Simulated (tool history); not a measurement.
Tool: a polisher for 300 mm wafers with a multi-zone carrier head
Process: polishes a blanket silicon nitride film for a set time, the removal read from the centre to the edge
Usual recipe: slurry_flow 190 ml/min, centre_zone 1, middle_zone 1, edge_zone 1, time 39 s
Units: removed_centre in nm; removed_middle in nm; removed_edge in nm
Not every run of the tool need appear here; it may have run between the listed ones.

run	day	slurry_flow	centre_zone	middle_zone	edge_zone	time	incoming thickness of the incoming film, nm	removed_centre	removed_middle	removed_edge
1	0	190	1	1	1	50	367.1	115.8	115.6	115.7
# day 1.767: worn pad replaced by a new one
2	1.788	190	1	1	1	50	364.3	115.6	113.5	112.6
3	3.588	190	0.96	1	1	39	369.9	87.3	88.3	90.7
4	7.296	190	0.96	1	1	39	371	88.9	88.1	86.8
# day 11.788: worn pad replaced by a new one
# day 13.854: edge zone pressure recalibrated
5	15.608	190	0.96	1	1	39	369.1	87.2	87.4	87
6	18.633	190	1	1	1	39	378.4	90.3	87.1	87.8
7	20.188	190	1	1	1	39	372.9	89.5	87.2	90.5
# day 20.425: worn pad replaced by a new one
# day 21.604: carrier head's membrane replaced by a new one
# day 22.079: slurry nozzle cleaned
8	24.104	190	1	1	1	50	368.2	122.4	115.4	116.6
9	26.154	190	0.95	0.94	1.06	49	376.8	112.1	105.8	116.9
# day 30.279: centre zone pressure recalibrated
# day 30.367: worn pad replaced by a new one
10	30.388	190	0.97	1.05	1.09	30	366.8	65.5	71.3	70.9
11	32.367	190	1	1	1	39	375.4	86.7	86.9	89.5
12	34.512	190	1	1	1.07	31	366.1	68.8	70.6	73.9
13	37.946	190	1.06	0.94	0.96	39	373.1	93.4	82.1	86.2
# day 38.771: worn pad replaced by a new one
14	41.746	190	1.11	0.89	1	39	368.7	97.9	77	89
15	43.654	250	1	1.11	1	52	371.9	120.8	129.5	121.6

4 ways to go on from here, each from the tool as it stands after run 15. What would each give?
A	43.671	190	1	1	1	27	366.6	?	?	?
B	43.671	190	1.08	1.11	0.88	49	366.6	?	?	?
C	43.671	190	0.92	1.03	0.94	49	366.6	?	?	?
D	43.671	190	1.1	1	1.11	39	366.6	?	?	?

run	removed_centre	removed_middle	removed_edge
A	61.8	59.9	59.3
B	121.2	118.7	101.2
C	103.1	111.5	104.4
D	98.2	86.4	90.2
Take away the tool's hidden state, keep each run's random variation, and the runs would have read:
run	removed_centre	removed_middle	removed_edge
A	63.2	63.5	61.9
B	124	125.9	105.6
C	105.4	118.2	109
D	100.4	91.7	94.1
